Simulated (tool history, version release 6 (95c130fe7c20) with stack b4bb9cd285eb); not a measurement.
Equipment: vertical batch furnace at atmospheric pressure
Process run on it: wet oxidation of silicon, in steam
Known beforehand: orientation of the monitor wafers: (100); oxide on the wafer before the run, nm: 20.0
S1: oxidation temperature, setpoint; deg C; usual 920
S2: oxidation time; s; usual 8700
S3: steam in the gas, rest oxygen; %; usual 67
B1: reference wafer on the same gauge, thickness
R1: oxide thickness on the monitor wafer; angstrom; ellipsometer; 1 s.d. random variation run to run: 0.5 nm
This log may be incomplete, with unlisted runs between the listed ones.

run,hour,S1,S2,S3,B1,R1
1,0,906,11010,67,387.91,3262.5
2,24.9,906,11010,67,388.08,3257.2
3,43.5,906,11010,67,388.2,3253.6
4,53.9,920,8700,67,387.98,3125.4
5,67.6,920,8700,67,388.08,3124.6
6,83.7,920,5310,67,387.92,2132.2
7,105.8,920,5310,67,388.12,2137.6
8,133,908,4560,58,388.01,1484.7
9,155.4,899,8700,56,387.92,2164.6
# hour 182.8: thermocouples replaced and temperature profile calibrated
# hour 243.9: gauge calibrated
# hour 256.1: steam generator serviced
10,256.6,905,8700,67,388.01,2853
11,263.5,913,10410,64,388.09,3437.7

Run 12 comes next. What will it give?
12,287.2,920,8700,73,?,?

Run 12 produced B1 387.94, R1 3532.8 angstrom.
If the tool had no hidden condition, the same run with the same run-to-run variation would have returned R1 3553.9 angstrom.

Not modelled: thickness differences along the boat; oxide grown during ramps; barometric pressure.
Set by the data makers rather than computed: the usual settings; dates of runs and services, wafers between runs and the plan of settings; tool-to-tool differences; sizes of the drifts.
